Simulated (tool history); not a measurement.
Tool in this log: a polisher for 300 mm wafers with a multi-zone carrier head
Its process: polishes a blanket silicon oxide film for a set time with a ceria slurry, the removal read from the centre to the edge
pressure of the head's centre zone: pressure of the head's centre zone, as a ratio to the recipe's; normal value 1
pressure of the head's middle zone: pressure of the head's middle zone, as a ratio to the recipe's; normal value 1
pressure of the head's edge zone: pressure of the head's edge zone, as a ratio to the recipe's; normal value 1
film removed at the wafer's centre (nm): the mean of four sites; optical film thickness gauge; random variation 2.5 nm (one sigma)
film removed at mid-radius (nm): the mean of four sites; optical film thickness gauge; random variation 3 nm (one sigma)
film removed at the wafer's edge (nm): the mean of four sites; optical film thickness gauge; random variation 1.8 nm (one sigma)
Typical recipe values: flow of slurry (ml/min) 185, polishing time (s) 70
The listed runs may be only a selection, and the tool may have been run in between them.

run	hour	flow of slurry (ml/min)	pressure of the head's centre zone	pressure of the head's middle zone	pressure of the head's edge zone	polishing time (s)	wafers since the last listed run	wafers polished on this pad	hours since the slurry nozzle was cleaned	hours since the centre zone pressure was calibrated	hours since the edge zone pressure was calibrated	hours since the carrier head's membrane was replaced	incoming thickness of the incoming film, nm	film removed at the wafer's centre (nm)	film removed at mid-radius (nm)	film removed at the wafer's edge (nm)
1	0	185	1	1	1	70	0	3923	755.4	773.9	178.9	1578.4	1141.8	221.2	225.2	226.5
# hour 33.9: slurry nozzle cleaned
2	36.3	240	1	0.91	1	70	289	4213	2.4	810.2	215.2	1614.7	1154.6	248.9	231.4	246.4
# hour 68.4: carrier head's membrane replaced by a new one
# hour 90.9: centre zone pressure recalibrated
3	115.3	240	1	1	1	84	590	4804	81.4	24.4	294.2	46.9	1139.3	293	296.1	290.7
4	173.5	240	1	0.91	1	70	477	5281	139.6	82.6	352.4	105.1	1114.6	242	221.5	240.6
5	251.5	210	1.07	1.09	1	55	640	5921	217.6	160.6	430.4	183.1	1152.1	194.7	197.6	183.1
# hour 279.2: worn pad replaced by a new one
6	292.3	185	1	1	1	70	302	107	258.4	201.4	471.2	223.9	1138.5	236.7	241.4	238.1
7	346.9	185	0.93	1	1	70	448	555	313	256	525.8	278.5	1148	216.9	238.9	238.1
8	433.1	160	1	1.04	1.04	70	707	1262	399.2	342.2	612	364.7	1161.6	225	237.3	235.5
9	495.1	185	1	1	0.89	77	508	1771	461.2	404.2	674	426.7	1126	255.8	252.5	241.9
10	574.4	185	1	1	1	70	650	2422	540.5	483.5	753.3	506	1142.6	228.2	231.3	232
11	639.6	185	1	0.89	1.1	86	535	2957	605.7	548.7	818.5	571.2	1126.8	278	256.2	297.1
12	734.2	185	1	0.93	1	58	776	3733	700.3	643.3	913.1	665.8	1126.5	185.7	178.3	190.5
13	771.9	160	1	0.91	1	70	309	4043	738	681	950.8	703.5	1139.1	218	207	226
# hour 812.7: slurry nozzle cleaned
14	824.6	185	1	1	1	70	424	4467	11.9	733.7	1003.5	756.2	1145.7	235.9	238.3	238.3
# hour 904.3: centre zone pressure recalibrated
15	912.3	185	1	0.93	1	58	703	5171	99.6	8	1091.2	843.9	1124.8	189.7	182	194.1
# hour 948: worn pad replaced by a new one
16	958.2	185	1	1	0.93	70	343	83	145.5	53.9	1137.1	889.8	1125.5	244	237.1	235.9
# hour 1023.1: edge zone pressure recalibrated
17	1030.4	185	1	1	1.06	86	576	660	217.7	126.1	7.3	962	1157.6	291.6	292.4	303.1
18	1117.4	205	1.09	1	1	70	714	1374	304.7	213.1	94.3	1049	1150.5	256	238.5	239
19	1432.6	185	1	0.89	1	70	2586	3961	619.9	528.3	409.5	1364.2	1153.2	221	204.3	227.4
# hour 1494: slurry nozzle cleaned
20	1531.3	185	1	1	1	70	801	4762	37.3	627	508.2	1462.9	1127.7	233.7	240.2	237
21	1585.4	185	1	0.94	1	70	444	5206	91.4	681.1	562.3	1517	1134	227.1	231.2	234.5
22	1666.4	150	1	1	1	79	664	5871	172.4	762.1	643.3	1598	1145.7	248.8	256.3	259
# hour 1710.4: worn pad replaced by a new one
# hour 1738.6: centre zone pressure recalibrated
23	1740.1	185	1.04	1.05	1	56	555	227	246.1	1.5	717	1671.7	1145.9	195.8	202.2	191.4

3 options for the next run, each taken on its own from the tool as it stands now. Forecast them:
A	1740.5	185	1	1	1	48	3	230	246.5	1.9	717.4	1672.1	1126.1	?	?	?
B	1740.5	185	1.06	1	1	51	3	230	246.5	1.9	717.4	1672.1	1126.1	?	?	?
C	1740.5	185	1.11	1	1.1	56	3	230	246.5	1.9	717.4	1672.1	1126.1	?	?	?

run	film removed at the wafer's centre (nm)	film removed at mid-radius (nm)	film removed at the wafer's edge (nm)
A	165.9	163	164.8
B	186.9	173.1	175.1
C	215	190	201.5
Without the tool's hidden state the same runs would have given:
run	film removed at the wafer's centre (nm)	film removed at mid-radius (nm)	film removed at the wafer's edge (nm)
A	176	171.9	171.5
B	198.3	182.5	182.2
C	228.1	200.4	209.7
